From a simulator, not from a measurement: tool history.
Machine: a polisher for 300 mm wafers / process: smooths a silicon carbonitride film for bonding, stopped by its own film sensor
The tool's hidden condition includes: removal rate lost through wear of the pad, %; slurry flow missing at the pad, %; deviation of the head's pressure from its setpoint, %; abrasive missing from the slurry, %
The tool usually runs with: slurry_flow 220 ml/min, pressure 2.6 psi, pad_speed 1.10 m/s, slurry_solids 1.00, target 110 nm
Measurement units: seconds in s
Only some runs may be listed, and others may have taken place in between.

run,hour,slurry_flow,pressure,pad_speed,slurry_solids,target,wafers since the last listed run,wafers polished on this pad,hours since the slurry nozzle was cleaned,hours since the head pressure was calibrated,hours since the slurry blender was calibrated,"incoming thickness of the incoming film, nm",seconds
1,0.0,220,2.6,1.10,1.00,110,0,880,130.4,852.8,336.3,142.6,123.4
2,17.0,220,2.6,1.10,1.00,110,217,1097,147.4,869.8,353.3,140.6,112.9
# hour 33.3: worn pad replaced by a new one
3,33.8,220,2.6,1.10,1.00,107,163,6,164.2,886.6,370.1,139.1,121.0
4,66.2,220,2.6,1.10,1.00,107,414,420,196.6,919.0,402.5,140.0,124.9
5,81.0,220,2.6,1.10,1.00,110,189,609,211.4,933.8,417.3,138.7,114.4
6,98.5,220,2.6,1.10,1.00,110,223,833,228.9,951.3,434.8,141.5,125.1
7,105.4,220,2.6,1.10,1.00,110,88,921,235.8,958.2,441.7,140.0,118.9
# hour 114.4: worn pad replaced by a new one
# hour 116.6: slurry nozzle cleaned
8,117.1,220,2.6,1.10,1.00,110,85,21,0.5,969.9,453.4,140.8,123.7
9,134.5,220,2.6,1.10,1.00,110,222,243,17.9,987.3,470.8,140.8,130.3
# hour 138.6: head pressure recalibrated
10,146.6,220,2.6,1.10,1.00,110,129,372,30.0,8.0,482.9,140.3,124.1
# hour 153.3: slurry blender recalibrated
11,164.2,220,2.6,1.10,1.00,110,199,572,47.6,25.6,10.9,141.5,104.3
12,180.6,220,2.6,1.10,1.00,110,209,781,64.0,42.0,27.3,140.5,101.6
13,188.4,220,2.6,1.00,0.85,110,99,881,71.8,49.8,35.1,141.6,123.9
# hour 206.8: worn pad replaced by a new one
14,207.3,220,2.6,1.10,1.00,110,190,6,90.7,68.7,54.0,141.4,104.9
15,219.3,220,2.6,1.10,0.75,110,153,159,102.7,80.7,66.0,140.5,124.0
16,229.5,220,3.5,0.76,1.00,110,130,289,112.9,90.9,76.2,139.8,89.6
17,242.6,220,2.6,1.10,1.20,113,167,457,126.0,104.0,89.3,140.2,83.7
18,249.6,220,2.6,1.10,1.20,110,89,546,133.0,111.0,96.3,140.3,94.4
19,261.4,220,2.6,1.38,1.00,110,150,697,144.8,122.8,108.1,137.8,86.3
20,279.3,220,1.8,0.86,1.00,110,228,926,162.7,140.7,126.0,139.2,158.4
# hour 287.8: worn pad replaced by a new one
21,293.1,220,2.6,1.10,1.00,110,125,68,176.5,154.5,139.8,140.7,104.9
22,304.5,145,3.3,1.10,1.00,117,145,213,187.9,165.9,151.2,141.7,70.6
23,311.5,220,1.8,1.32,1.00,110,89,303,194.9,172.9,158.2,141.5,139.1
24,325.3,255,2.6,1.24,0.85,110,176,479,208.7,186.7,172.0,140.3,101.7

Predict each of these 5 candidate next runs independently; none follows another, all start after run 24:
A,325.7,220,2.6,1.10,1.00,110,5,484,209.1,187.1,172.4,138.9,?
B,325.7,220,2.6,0.76,1.00,110,5,484,209.1,187.1,172.4,138.9,?
C,325.7,160,2.6,1.10,1.00,113,5,484,209.1,187.1,172.4,138.9,?
D,325.7,220,3.2,0.86,0.75,110,5,484,209.1,187.1,172.4,138.9,?
E,325.7,200,2.3,1.42,1.20,110,5,484,209.1,187.1,172.4,138.9,?

run,seconds
A,99.1
B,116.7
C,93.5
D,108.8
E,90.5
With the hidden condition removed and each run's random variation left untouched, the same runs would have given:
run,seconds
A,96.5
B,113.7
C,91.0
D,105.4
E,88.4
